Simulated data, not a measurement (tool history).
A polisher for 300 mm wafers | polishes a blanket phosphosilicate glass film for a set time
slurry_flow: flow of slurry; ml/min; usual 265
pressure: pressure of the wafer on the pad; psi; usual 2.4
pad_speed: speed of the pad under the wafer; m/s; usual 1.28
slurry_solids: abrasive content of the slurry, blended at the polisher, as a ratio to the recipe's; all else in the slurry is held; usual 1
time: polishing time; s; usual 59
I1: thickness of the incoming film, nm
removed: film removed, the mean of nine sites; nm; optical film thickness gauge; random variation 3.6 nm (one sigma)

Run 1, hour 0: usual settings; I1 3805.6. Result: removed 443.2 nm.
Run 2, hour 14.8: usual settings; I1 3714.6. Result: removed 442.7 nm.
Run 3, hour 29.2: usual settings but pad_speed 1 m/s; I1 3845.2. Result: removed 359.5 nm.
Run 4, hour 46.7: usual settings but pad_speed 1 m/s; I1 3767.2. Result: removed 359.7 nm.
Run 5, hour 59.4: usual settings but pad_speed 1 m/s; I1 3795. Result: removed 362.2 nm.
Run 6, hour 70.8: usual settings; I1 3706.7. Result: removed 436.5 nm.
Run 7, hour 83.2: usual settings; I1 3713.9. Result: removed 440.3 nm.
Run 8, hour 95: usual settings but pressure 3 psi; I1 3769.1. Result: removed 521.3 nm.
Run 9, hour 133.1: usual settings but pressure 3 psi; I1 3778.1. Result: removed 509.6 nm.
At hour 147: worn pad replaced by a new one.
Run 10, hour 147.5: usual settings but time 45 s; I1 3730.4. Result: removed 329.2 nm.
At hour 152.4: slurry nozzle cleaned.
Run 11, hour 192.7: usual settings but pad_speed 1.64 m/s; I1 3721.5. Result: removed 526.3 nm.
Run 12, hour 204.6: usual settings but slurry_flow 290 ml/min, pad_speed 1.16 m/s; I1 3830.3. Result: removed 403.9 nm.
Run 13, hour 214.1: usual settings but pad_speed 1.64 m/s; I1 3773.8. Result: removed 514.6 nm.
Run 14, hour 221.1: usual settings but pressure 2 psi, pad_speed 1.02 m/s, time 48 s; I1 3804.7. Result: removed 257.4 nm.
At hour 226.6: head pressure recalibrated.
Run 15, hour 236.6: usual settings; I1 3782.1. Result: removed 429.9 nm.
At hour 249.1: conditioning disc replaced and pad reconditioned.
Run 16, hour 249.4: usual settings; I1 3771.4. Result: removed 446.8 nm.

Forecast run 17:
At hour 252.2: slurry blender recalibrated.
Run 17, hour 265.3: usual settings but slurry_flow 230 ml/min, pressure 2.7 psi, pad_speed 1.1 m/s, slurry_solids 1.15; I1 3731.8. Result: removed ?.

Run 17 gave removed 451.4 nm.
Without the tool's hidden state the same run would have given removed 455.8 nm.
